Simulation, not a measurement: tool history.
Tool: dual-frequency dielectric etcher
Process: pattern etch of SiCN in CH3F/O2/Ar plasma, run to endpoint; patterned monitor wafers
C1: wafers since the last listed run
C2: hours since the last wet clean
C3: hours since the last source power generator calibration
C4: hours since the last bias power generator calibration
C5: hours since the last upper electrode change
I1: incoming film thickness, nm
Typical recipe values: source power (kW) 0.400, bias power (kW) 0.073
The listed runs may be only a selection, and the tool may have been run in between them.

Run 1, hour 0.0: usual settings but source power (kW) 0.420; C1 0; C2 605.6; C3 148.6; C4 3504.7; C5 1648.2; I1 9.64. Result: endpoint time (s) 24.2.
At hour 73.1: wet clean of the chamber.
Run 2, hour 74.4: usual settings but source power (kW) 0.420; C1 619; C2 1.3; C3 223.0; C4 3579.1; C5 1722.6; I1 9.66. Result: endpoint time (s) 25.1.
Run 3, hour 178.6: usual settings; C1 1280; C2 105.5; C3 327.2; C4 3683.3; C5 1826.8; I1 9.56. Result: endpoint time (s) 25.2.
Run 4, hour 265.6: usual settings; C1 1069; C2 192.5; C3 414.2; C4 3770.3; C5 1913.8; I1 9.61. Result: endpoint time (s) 25.4.
Run 5, hour 348.9: usual settings; C1 1024; C2 275.8; C3 497.5; C4 3853.6; C5 1997.1; I1 9.65. Result: endpoint time (s) 25.3.
Run 6, hour 430.9: usual settings; C1 1008; C2 357.8; C3 579.5; C4 3935.6; C5 2079.1; I1 9.56. Result: endpoint time (s) 25.0.
Run 7, hour 483.1: usual settings; C1 641; C2 410.0; C3 631.7; C4 3987.8; C5 2131.3; I1 9.52. Result: endpoint time (s) 24.7.
Run 8, hour 560.3: usual settings but source power (kW) 0.470, bias power (kW) 0.062; C1 949; C2 487.2; C3 708.9; C4 4065.0; C5 2208.5; I1 9.57. Result: endpoint time (s) 24.5.
At hour 596.4: wet clean of the chamber.
Run 9, hour 666.4: usual settings but source power (kW) 0.370, bias power (kW) 0.077; C1 1009; C2 70.0; C3 815.0; C4 4171.1; C5 2314.6; I1 9.63. Result: endpoint time (s) 25.5.
Run 10, hour 750.5: usual settings; C1 1033; C2 154.1; C3 899.1; C4 4255.2; C5 2398.7; I1 9.59. Result: endpoint time (s) 25.3.
Run 11, hour 831.7: usual settings; C1 998; C2 235.3; C3 980.3; C4 4336.4; C5 2479.9; I1 9.60. Result: endpoint time (s) 25.1.
Run 12, hour 932.7: usual settings but source power (kW) 0.350; C1 1241; C2 336.3; C3 1081.3; C4 4437.4; C5 2580.9; I1 9.58. Result: endpoint time (s) 25.6.
Run 13, hour 1085.8: usual settings but source power (kW) 0.350; C1 1882; C2 489.4; C3 1234.4; C4 4590.5; C5 2734.0; I1 9.63. Result: endpoint time (s) 25.9.
Run 14, hour 1140.4: usual settings but source power (kW) 0.350; C1 671; C2 544.0; C3 1289.0; C4 4645.1; C5 2788.6; I1 9.61. Result: endpoint time (s) 25.9.
At hour 1256.8: wet clean of the chamber.
Run 15, hour 1257.3: usual settings; C1 1142; C2 0.5; C3 1405.9; C4 4762.0; C5 2905.5; I1 9.61. Result: endpoint time (s) 25.8.
Run 16, hour 1313.7: usual settings but bias power (kW) 0.065; C1 693; C2 56.9; C3 1462.3; C4 4818.4; C5 2961.9; I1 9.50. Result: endpoint time (s) 26.2.
Run 17, hour 1401.0: usual settings but source power (kW) 0.440, bias power (kW) 0.058; C1 1073; C2 144.2; C3 1549.6; C4 4905.7; C5 3049.2; I1 9.66. Result: endpoint time (s) 26.4.
At hour 1476.6: upper electrode replaced.
Run 18, hour 1486.6: usual settings; C1 757; C2 229.8; C3 1635.2; C4 4991.3; C5 10.0; I1 9.59. Result: endpoint time (s) 25.2.
At hour 1550.6: bias power generator calibrated.
Run 19, hour 1586.8: usual settings but source power (kW) 0.300, bias power (kW) 0.082; C1 1182; C2 330.0; C3 1735.4; C4 36.2; C5 110.2; I1 9.69. Result: endpoint time (s) 26.3.
Run 20, hour 1630.0: usual settings but source power (kW) 0.310, bias power (kW) 0.061; C1 531; C2 373.2; C3 1778.6; C4 79.4; C5 153.4; I1 9.67. Result: endpoint time (s) 28.9.
Run 21, hour 1681.7: usual settings; C1 635; C2 424.9; C3 1830.3; C4 131.1; C5 205.1; I1 9.56. Result: endpoint time (s) 24.7.
Run 22, hour 1734.5: usual settings but source power (kW) 0.450; C1 649; C2 477.7; C3 1883.1; C4 183.9; C5 257.9; I1 9.56. Result: endpoint time (s) 23.7.
Run 23, hour 1795.3: usual settings; C1 747; C2 538.5; C3 1943.9; C4 244.7; C5 318.7; I1 9.64. Result: endpoint time (s) 24.7.
Run 24, hour 1866.6: usual settings but source power (kW) 0.320, bias power (kW) 0.056; C1 876; C2 609.8; C3 2015.2; C4 316.0; C5 390.0; I1 9.57. Result: endpoint time (s) 28.5.
At hour 1906.1: wet clean of the chamber.
Run 25, hour 1929.5: usual settings but source power (kW) 0.350; C1 478; C2 23.4; C3 2078.1; C4 378.9; C5 452.9; I1 9.60. Result: endpoint time (s) 26.5.
Run 26, hour 2001.5: usual settings but source power (kW) 0.420; C1 885; C2 95.4; C3 2150.1; C4 450.9; C5 524.9; I1 9.56. Result: endpoint time (s) 24.7.
At hour 2044.8: source power generator calibrated.
Run 27, hour 2045.3: usual settings but bias power (kW) 0.068; C1 489; C2 139.2; C3 0.5; C4 494.7; C5 568.7; I1 9.77. Result: endpoint time (s) 26.3.
Run 28, hour 2114.7: usual settings; C1 853; C2 208.6; C3 69.9; C4 564.1; C5 638.1; I1 9.60. Result: endpoint time (s) 25.0.
Run 29, hour 2175.6: usual settings but source power (kW) 0.360; C1 748; C2 269.5; C3 130.8; C4 625.0; C5 699.0; I1 9.64. Result: endpoint time (s) 26.0.
Run 30, hour 2282.5: usual settings; C1 1314; C2 376.4; C3 237.7; C4 731.9; C5 805.9; I1 9.58. Result: endpoint time (s) 25.0.
Run 31, hour 2332.8: usual settings but bias power (kW) 0.087; C1 618; C2 426.7; C3 288.0; C4 782.2; C5 856.2; I1 9.62. Result: endpoint time (s) 23.1.
Run 32, hour 2389.2: usual settings but source power (kW) 0.440; C1 693; C2 483.1; C3 344.4; C4 838.6; C5 912.6; I1 9.66. Result: endpoint time (s) 24.1.
Run 33, hour 2435.5: usual settings; C1 569; C2 529.4; C3 390.7; C4 884.9; C5 958.9; I1 9.71. Result: endpoint time (s) 24.9.
Run 34, hour 2538.8: usual settings but source power (kW) 0.450, bias power (kW) 0.066; C1 1269; C2 632.7; C3 494.0; C4 988.2; C5 1062.2; I1 9.55. Result: endpoint time (s) 24.3.
At hour 2586.5: wet clean of the chamber.
Run 35, hour 2612.6: usual settings but source power (kW) 0.430, bias power (kW) 0.083; C1 612; C2 26.1; C3 567.8; C4 1062.0; C5 1136.0; I1 9.59. Result: endpoint time (s) 24.2.
Run 36, hour 2681.3: usual settings but source power (kW) 0.440, bias power (kW) 0.056; C1 844; C2 94.8; C3 636.5; C4 1130.7; C5 1204.7; I1 9.65. Result: endpoint time (s) 26.8.

For each run, the measured value with the value that run would have given without the tool's hidden condition subtracted. The run-to-run variation is shared by both, the gauge scatter possibly not:
The tool's hidden condition here consists of: etch rate over this chamber's usual, %; source power that arrives over what is set, %; bias power that arrives over what is set, %.
run  endpoint time (s)
  1               -1.0
  2               +0.0
  3               -0.2
  4               -0.4
  5               -0.5
  6               -0.6
  7               -0.7
  8               -0.8
  9               -0.2
 10               -0.3
 11               -0.4
 12               -0.6
 13               -0.8
 14               -0.9
 15               -0.1
 16               -0.2
 17               -0.4
 18               -0.4
 19               -0.6
 20               -0.8
 21               -0.7
 22               -0.8
 23               -0.9
 24               -1.2
 25               -0.1
 26               -0.2
 27               -0.3
 28               -0.4
 29               -0.5
 30               -0.6
 31               -0.7
 32               -0.8
 33               -0.9
 34               -1.0
 35               +0.0
 36               -0.1

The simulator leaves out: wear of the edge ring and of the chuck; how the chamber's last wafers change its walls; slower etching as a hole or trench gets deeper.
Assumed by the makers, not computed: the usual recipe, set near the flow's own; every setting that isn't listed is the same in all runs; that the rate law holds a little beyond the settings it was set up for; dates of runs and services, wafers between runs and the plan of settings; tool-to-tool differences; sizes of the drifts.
